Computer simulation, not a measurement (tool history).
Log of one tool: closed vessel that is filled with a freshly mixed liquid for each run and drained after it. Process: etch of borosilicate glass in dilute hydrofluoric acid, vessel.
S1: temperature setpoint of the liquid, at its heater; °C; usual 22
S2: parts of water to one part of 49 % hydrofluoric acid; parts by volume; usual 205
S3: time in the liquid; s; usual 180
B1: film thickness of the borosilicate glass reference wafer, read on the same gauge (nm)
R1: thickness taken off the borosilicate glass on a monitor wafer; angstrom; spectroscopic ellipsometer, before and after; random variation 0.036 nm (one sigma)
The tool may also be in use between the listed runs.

run    hour    S1   S2   S3      B1     R1
  1       0    22  150  180  129.99  174.8
  2    54.7  24.5  205  105  130.04   76.9
  3   101.9  24.5  205  105  129.97   77.5
  4   191.8  24.5  205  105  129.98   77.5
  5   231.5  23.5  205  180  129.99  127.5
  6   298.7    22  205  180  130.03    121
      336.4  -- hydrofluoric acid flow meter replaced
  7   365.1    22  275  110  129.97   51.1
  8   465.8    22  275  110  129.99   51.5
  9     505    22  205  180  130.01    121
 10   575.2    22  205  180  130.01  120.6
      639.1  -- thermometer replaced
 11   681.7    22  205  180  130.01  116.5
 12     719    22  205  180     130  117.4
 13     756    22  205  180  129.97  118.1
 14   826.3    22  255  180  130.05   89.6
 15   894.6    22  255  180     130   89.8
 16   959.1    22  255  180  130.03   89.8
 17  1019.2  19.5  160  180  130.03  143.4
 18  1060.2    22  205  180  129.98  116.8
 19  1138.4    20  290  275  129.98  109.1
 20  1177.4    22  205  110  129.98   72.1
 21  1262.3    18  125  140  129.99  139.7
 22  1305.8  17.5  205  180  129.98   99.8
 23  1370.6    22  205  280  129.99  183.2
 24  1411.8  26.5  135  220     130  281.5
     1470.8  -- hydrofluoric acid flow meter replaced
     1507.3  -- gauge calibrated
 25  1699.3  20.5  205  140  129.97   87.2
 26  1750.6    22  205  120     130   78.7
 27  1824.9    26  295  145  129.99   69.9
 28  1862.4    27  205  180  129.97  142.4
 29  1911.7    22  265  235  129.98  113.6
 30  1993.4    22  205  180  130.03  118.9

Forecast run 31:
 31  2036.3  24  180  260   ?   ?

Run 31 gave B1 129.98, R1 216.8 angstrom.
Without the tool's hidden state the same run would have given R1 211.2 angstrom.
